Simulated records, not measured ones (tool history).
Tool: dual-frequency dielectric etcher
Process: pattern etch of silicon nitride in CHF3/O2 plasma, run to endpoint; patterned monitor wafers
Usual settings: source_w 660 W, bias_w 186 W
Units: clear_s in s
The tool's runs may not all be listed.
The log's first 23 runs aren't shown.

run,hour,source_w,bias_w,"incoming incoming film thickness, nm",clear_s
24,1260.7,550,174,63.3,44.5
# hour 1425.3: upper electrode replaced
25,1432.6,510,186,63.6,44.2
26,1494.5,600,208,64.4,39.8
27,1537.9,540,163,63.9,45.6
28,1572.7,770,155,63.7,39.9
29,1605.9,550,228,62.9,38.8
30,1654.3,560,152,63.2,45.7
# hour 1684.6: wet clean of the chamber
31,1688.3,660,210,63.4,38.3
32,1727.2,800,167,64.0,39.2
33,1791.4,730,186,63.7,38.5
34,1825.8,710,186,63.3,38.9
35,1873.3,710,204,64.1,37.8
36,1897.8,810,214,63.3,34.8

Forecast each of these 3 alternatives for the next run:
A,1898.2,660,186,63.6,?
B,1898.2,780,158,63.6,?
C,1898.2,550,205,63.6,?

run,clear_s
A,40.1
B,39.9
C,41.6
Without the tool's hidden state the same runs would have given:
run,clear_s
A,40.0
B,39.8
C,41.5

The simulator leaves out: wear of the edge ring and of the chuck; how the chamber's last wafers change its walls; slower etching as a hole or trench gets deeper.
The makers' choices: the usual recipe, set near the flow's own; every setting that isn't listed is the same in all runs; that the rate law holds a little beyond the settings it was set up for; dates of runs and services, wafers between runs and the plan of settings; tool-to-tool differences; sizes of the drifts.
